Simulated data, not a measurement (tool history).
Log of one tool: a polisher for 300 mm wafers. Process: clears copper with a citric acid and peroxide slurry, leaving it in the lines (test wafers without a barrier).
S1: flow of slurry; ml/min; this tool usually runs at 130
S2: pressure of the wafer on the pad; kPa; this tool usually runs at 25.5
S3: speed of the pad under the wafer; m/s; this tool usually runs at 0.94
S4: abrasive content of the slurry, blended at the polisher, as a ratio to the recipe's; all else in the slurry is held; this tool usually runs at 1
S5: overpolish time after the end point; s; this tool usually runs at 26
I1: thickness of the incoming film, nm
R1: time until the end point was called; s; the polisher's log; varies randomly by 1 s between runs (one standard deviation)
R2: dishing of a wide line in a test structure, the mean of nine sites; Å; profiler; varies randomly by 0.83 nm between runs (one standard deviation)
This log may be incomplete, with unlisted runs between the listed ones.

run,day,S1,S2,S3,S4,S5,I1,R1,R2
1,0,130,25.5,0.94,1,26,294.6,105.5,547
# day 2.175: worn pad replaced by a new one
# day 2.679: slurry blender recalibrated
2,3.796,130,25.5,0.94,1,26,293,106.1,549
3,7.483,130,25.5,0.94,1,26,285.2,104.2,535
4,11.25,130,25.5,0.94,1,26,288.9,108.8,530
# day 11.733: worn pad replaced by a new one
5,12.775,130,25.5,0.94,1,26,293.7,110.1,553
6,16.875,130,25.5,0.94,1,32,292.3,111,627
# day 18.354: slurry blender recalibrated
7,19.992,130,25.5,0.94,1,26,285.8,110.9,535
# day 20.438: slurry nozzle cleaned
8,22.008,130,25.5,0.94,1,26,284,99.9,553
# day 22.304: worn pad replaced by a new one
9,24,130,25.5,0.94,1,26,290.2,104.6,550
10,27.446,130,25.5,0.94,0.7,26,292.3,110.3,525
# day 30.288: worn pad replaced by a new one
11,30.638,130,29.6,0.94,0.7,26,291.9,95.7,595
# day 32.592: head pressure recalibrated
12,34.346,130,25.5,0.94,1,26,291,106,549
# day 35.329: slurry blender recalibrated
13,36.971,170,19.3,0.94,1,20,288.4,129.5,368
14,39.279,130,25.5,0.8,1.3,21,291.9,119.3,402
# day 39.8: worn pad replaced by a new one
15,43.617,90,21.4,0.94,1.25,18,290.7,129.9,327
16,46.75,160,25.5,0.94,1,40,294.5,105.6,777

Below, each run's measurement less what the same run would have read without the hidden state. Both values contain the same run-to-run variation, but the gauge's scatter may not be the same in both:
Unlogged tool condition in this case: removal rate lost through wear of the pad, %; slurry flow missing at the pad, %; deviation of the head's pressure from its setpoint, %; abrasive missing from the slurry, %.
run,R1,R2
1,+1.4,-6
2,+2.2,-10
3,+3.1,-14
4,+4.5,-20
5,+5.2,-24
6,+7.4,-36
7,+9.4,-42
8,+0.3,-2
9,+0.4,-1
10,+0.6,-2
11,+0.8,-4
12,+1.5,-6
13,+2,-5
14,+2.7,-8
15,+5.8,-14
16,+4.3,-25
